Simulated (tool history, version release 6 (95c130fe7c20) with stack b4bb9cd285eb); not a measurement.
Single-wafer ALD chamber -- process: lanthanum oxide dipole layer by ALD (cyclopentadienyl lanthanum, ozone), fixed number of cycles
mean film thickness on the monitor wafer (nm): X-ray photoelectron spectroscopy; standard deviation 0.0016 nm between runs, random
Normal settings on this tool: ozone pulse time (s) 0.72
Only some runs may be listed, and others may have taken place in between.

| run | hour | ozone pulse time (s) | read-back reference wafer on the same gauge, thickness_nm | mean film thickness on the monitor wafer (nm) |
|---|---|---|---|---|
| 1 | 0 | 0.72 | 0.537 | 0.418 |
| 2 | 22.7 | 0.72 | 0.537 | 0.414 |
| 3 | 46.5 | 0.72 | 0.537 | 0.419 |
| 4 | 64.3 | 0.72 | 0.537 | 0.413 |
| 5 | 98.9 | 0.72 | 0.537 | 0.414 |
| 6 | 114.7 | 0.62 | 0.537 | 0.392 |
| 7 | 129.9 | 0.62 | 0.537 | 0.394 |
| 8 | 148.5 | 0.63 | 0.537 | 0.397 |
| 9 | 182.9 | 0.72 | 0.537 | 0.416 |
| 10 | 198.7 | 0.72 | 0.537 | 0.414 |
| 11 | 214.6 | 0.56 | 0.537 | 0.376 |
| 12 | 228.1 | 0.99 | 0.537 | 0.46 |
| 13 | 258.6 | 0.47 | 0.537 | 0.355 |
| 14 | 289.2 | 0.89 | 0.537 | 0.496 |
| 15 | 308.5 | 0.92 | 0.537 | 0.499 |
| 16 | 329.8 | 0.72 | 0.537 | 0.47 |
| 17 | 364.8 | 0.52 | 0.537 | 0.433 |
| 18 | 379.6 | 0.95 | 0.537 | 0.498 |
| 19 | 392.3 | 0.72 | 0.537 | 0.465 |
| 20 | 408 | 0.72 | 0.537 | 0.465 |

Withheld: 4 entries from between the runs. Position of each, and hidden state at the listed run before versus the listed run after:
Logged between run 7 and run 8: thermocouple changed; heater temperature recalibrated (hour 148)
  ozone dose above that of a generator just serviced (%): -37 -> -37.1
  measured minus no-state result, mean film thickness on the monitor wafer (nm): -0.062 -> -0.063
Logged between run 10 and run 11: gauge calibrated (hour 210.9)
  ozone dose above that of a generator just serviced (%): -37.4 -> -37.5
  measured minus no-state result, mean film thickness on the monitor wafer (nm): -0.062 -> -0.063
Logged between run 13 and run 14: ozone generator serviced (hour 276.8); showerhead replaced, of another model than before (hour 285.9)
  ozone dose above that of a generator just serviced (%): -37.7 -> -4.98
  measured minus no-state result, mean film thickness on the monitor wafer (nm): -0.064 -> -0.005
